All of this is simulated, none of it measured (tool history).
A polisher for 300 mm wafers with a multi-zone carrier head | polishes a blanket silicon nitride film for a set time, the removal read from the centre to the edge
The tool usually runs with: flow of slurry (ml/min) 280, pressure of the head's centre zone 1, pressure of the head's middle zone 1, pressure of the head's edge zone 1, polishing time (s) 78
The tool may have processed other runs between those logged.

run	hour	flow of slurry (ml/min)	pressure of the head's centre zone	pressure of the head's middle zone	pressure of the head's edge zone	polishing time (s)	wafers since the last listed run	wafers polished on this pad	hours since the slurry nozzle was cleaned	hours since the centre zone pressure was calibrated	hours since the edge zone pressure was calibrated	hours since the carrier head's membrane was replaced	incoming thickness of the incoming film, nm	film removed at the wafer's centre (angstrom)	film removed at mid-radius (angstrom)	film removed at the wafer's edge (angstrom)
1	0	280	0.91	1	1.06	56	0	5322	141	78.5	254.7	646.5	927.1	842	958	955
2	32	250	1	0.92	0.9	78	386	5709	173	110.5	286.7	678.5	912.9	1288	1235	1281
# hour 70: worn pad replaced by a new one
3	100.8	280	1	1	1	78	782	372	241.8	179.3	355.5	747.3	911.6	1348	1325	1316
4	171.1	280	1	1	1	78	849	1221	312.1	249.6	425.8	817.6	913.7	1341	1333	1337
5	228.9	280	1	1	1	78	698	1919	369.9	307.4	483.6	875.4	907.4	1359	1338	1325
6	262.4	280	1	1.09	0.94	78	404	2323	403.4	340.9	517.1	908.9	910.6	1358	1461	1270
7	371.9	280	1	1	1	78	1322	3646	512.9	450.4	626.6	1018.4	915.2	1365	1309	1339
8	439.5	280	1	1	1	78	816	4463	580.5	518	694.2	1086	925.1	1380	1339	1312
# hour 466.2: slurry nozzle cleaned
9	466.7	280	0.89	1	1	59	316	4779	0.5	545.2	721.4	1113.2	915.6	941	1028	1007
10	531.9	215	1.04	1	1.11	78	787	5567	65.7	610.4	786.6	1178.4	920.3	1410	1306	1322
# hour 593.2: worn pad replaced by a new one
11	593.7	280	0.89	0.93	0.9	78	698	6	127.5	672.2	848.4	1240.2	901.8	1263	1297	1262
# hour 612.4: edge zone pressure recalibrated
# hour 660.6: carrier head's membrane replaced by a new one
12	668.5	280	1	1	1	78	818	825	202.3	747	56.1	7.9	917.1	1445	1355	1303
13	708.8	280	1	1	1.05	63	486	1311	242.6	787.3	96.4	48.2	923.9	1145	1100	1073
14	768.7	330	1	1	1	68	723	2035	302.5	847.2	156.3	108.1	906	1249	1172	1142
# hour 786.3: centre zone pressure recalibrated
15	798.7	230	1.08	1	1	95	338	2373	332.5	12.4	186.3	138.1	922.1	1605	1569	1572
16	964.8	280	1.09	1	1	78	2006	4379	498.6	178.5	352.4	304.2	920.6	1440	1361	1323
# hour 975.8: slurry nozzle cleaned
17	1008.7	280	1	0.89	0.92	78	518	4898	32.9	222.4	396.3	348.1	903.9	1314	1229	1294
18	1064.1	280	1	1	1	92	669	5567	88.3	277.8	451.7	403.5	918.6	1615	1591	1511
# hour 1071.9: worn pad replaced by a new one
19	1128	280	1.07	0.94	1.05	100	723	677	152.2	341.7	515.6	467.4	910.3	1889	1640	1716
20	1182.3	325	1	1	1	78	655	1333	206.5	396	569.9	521.7	931.8	1388	1371	1365
21	1245.9	280	1.12	1	1.11	78	768	2101	270.1	459.6	633.5	585.3	924.6	1572	1326	1356
22	1287.9	230	1	0.89	1	78	507	2608	312.1	501.6	675.5	627.3	906.6	1356	1177	1275
23	1349.5	355	1.09	1	1.08	68	744	3352	373.7	563.2	737.1	688.9	904.6	1339	1191	1175

Each row is a separate what-if for the run after 23, all from the same tool condition, not one after another. Results?
A	1349.9	280	1	1	0.95	78	4	3357	374.1	563.6	737.5	689.3	907.1	?	?	?
B	1349.9	280	1	0.89	1	78	4	3357	374.1	563.6	737.5	689.3	907.1	?	?	?
C	1349.9	280	1	0.88	1	96	4	3357	374.1	563.6	737.5	689.3	907.1	?	?	?

run	film removed at the wafer's centre (angstrom)	film removed at mid-radius (angstrom)	film removed at the wafer's edge (angstrom)
A	1399	1321	1285
B	1398	1198	1307
C	1721	1461	1609
With the hidden condition removed and each run's random variation left untouched, the same runs would have given:
run	film removed at the wafer's centre (angstrom)	film removed at mid-radius (angstrom)	film removed at the wafer's edge (angstrom)
A	1281	1322	1285
B	1280	1199	1307
C	1575	1462	1609

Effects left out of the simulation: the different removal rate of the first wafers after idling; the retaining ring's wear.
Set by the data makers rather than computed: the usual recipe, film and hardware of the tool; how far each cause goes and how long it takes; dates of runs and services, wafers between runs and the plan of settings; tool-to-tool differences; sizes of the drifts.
